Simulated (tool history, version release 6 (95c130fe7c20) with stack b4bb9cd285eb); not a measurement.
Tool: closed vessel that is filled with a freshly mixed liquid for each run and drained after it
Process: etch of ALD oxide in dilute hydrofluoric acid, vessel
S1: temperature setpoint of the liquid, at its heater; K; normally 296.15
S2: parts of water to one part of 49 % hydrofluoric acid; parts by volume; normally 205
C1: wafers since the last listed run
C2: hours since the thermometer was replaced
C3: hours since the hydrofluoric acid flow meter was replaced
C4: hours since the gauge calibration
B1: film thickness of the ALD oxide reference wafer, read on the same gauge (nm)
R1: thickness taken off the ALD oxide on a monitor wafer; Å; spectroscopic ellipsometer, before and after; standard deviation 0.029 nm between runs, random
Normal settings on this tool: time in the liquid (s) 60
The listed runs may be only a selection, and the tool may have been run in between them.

Run 1, hour 0.0: usual settings but S1 294.65 K; C1 0; C2 1092.3; C3 1331.1; C4 146.4; B1 39.97. Result: R1 77.2 Å.
Run 2, hour 17.2: usual settings but S1 294.65 K; C1 2435; C2 1109.5; C3 1348.3; C4 163.6; B1 39.98. Result: R1 77.3 Å.
Run 3, hour 34.5: usual settings but time in the liquid (s) 70; C1 2449; C2 1126.8; C3 1365.6; C4 180.9; B1 39.99. Result: R1 95.2 Å.
Run 4, hour 43.3: usual settings but time in the liquid (s) 70; C1 1246; C2 1135.6; C3 1374.4; C4 189.7; B1 39.96. Result: R1 95.4 Å.
Run 5, hour 56.8: usual settings but time in the liquid (s) 70; C1 1911; C2 1149.1; C3 1387.9; C4 203.2; B1 39.98. Result: R1 95.5 Å.
Run 6, hour 74.8: usual settings; C1 2548; C2 1167.1; C3 1405.9; C4 221.2; B1 40.02. Result: R1 82.0 Å.
Run 7, hour 86.3: usual settings; C1 1628; C2 1178.6; C3 1417.4; C4 232.7; B1 39.98. Result: R1 82.6 Å.
Run 8, hour 103.1: usual settings; C1 2378; C2 1195.4; C3 1434.2; C4 249.5; B1 39.96. Result: R1 82.4 Å.
Run 9, hour 114.3: usual settings; C1 1585; C2 1206.6; C3 1445.4; C4 260.7; B1 40.01. Result: R1 83.0 Å.
At hour 121.7: hydrofluoric acid flow meter replaced.
Run 10, hour 131.8: usual settings but time in the liquid (s) 35; C1 2336; C2 1224.1; C3 10.1; C4 278.2; B1 40.00. Result: R1 48.1 Å.
At hour 145.5: gauge calibrated.
Run 11, hour 149.2: usual settings but time in the liquid (s) 35; C1 2463; C2 1241.5; C3 27.5; C4 3.7; B1 39.99. Result: R1 48.0 Å.
Run 12, hour 160.7: usual settings; C1 1628; C2 1253.0; C3 39.0; C4 15.2; B1 39.98. Result: R1 82.5 Å.
Run 13, hour 168.9: usual settings but S1 298.65 K, time in the liquid (s) 40; C1 1161; C2 1261.2; C3 47.2; C4 23.4; B1 39.98. Result: R1 60.8 Å.
Run 14, hour 178.9: usual settings but S2 160 parts by volume; C1 1415; C2 1271.2; C3 57.2; C4 33.4; B1 39.99. Result: R1 112.0 Å.
At hour 195.1: thermometer replaced.
Run 15, hour 195.6: usual settings but S1 300.65 K; C1 2223; C2 0.5; C3 73.9; C4 50.1; B1 40.00. Result: R1 87.0 Å.
Run 16, hour 212.7: usual settings; C1 2421; C2 17.6; C3 91.0; C4 67.2; B1 39.99. Result: R1 74.1 Å.
Run 17, hour 221.9: usual settings but S1 291.65 K, time in the liquid (s) 70; C1 1302; C2 26.8; C3 100.2; C4 76.4; B1 40.01. Result: R1 73.1 Å.
Run 18, hour 227.9: usual settings but S2 245 parts by volume, time in the liquid (s) 95; C1 849; C2 32.8; C3 106.2; C4 82.4; B1 39.99. Result: R1 94.5 Å.
Run 19, hour 244.4: usual settings but S1 297.65 K; C1 2336; C2 49.3; C3 122.7; C4 98.9; B1 40.05. Result: R1 78.7 Å.
Run 20, hour 261.5: usual settings; C1 2421; C2 66.4; C3 139.8; C4 116.0; B1 39.99. Result: R1 74.5 Å.
Run 21, hour 274.0: usual settings but S1 292.65 K; C1 1769; C2 78.9; C3 152.3; C4 128.5; B1 40.02. Result: R1 65.4 Å.
Run 22, hour 316.8: usual settings but S2 140 parts by volume, time in the liquid (s) 90; C1 6060; C2 121.7; C3 195.1; C4 171.3; B1 39.98. Result: R1 176.7 Å.

What was the tool's hidden state at every run in the log?
hydrofluoric acid flow above the setpoint (%): 0 on each run
gauge reads high (%): 0 on each run
H1: liquid hotter than its thermometer reads (K)
run      H1
  1    2.69
  2    2.73
  3    2.76
  4    2.78
  5    2.81
  6    2.84
  7    2.87
  8     2.9
  9    2.93
 10    2.96
 11       3
 12    3.02
 13    3.04
 14    3.06
 15  0.0525
 16  0.0876
 17   0.107
 18   0.119
 19   0.153
 20   0.188
 21   0.214
 22   0.302
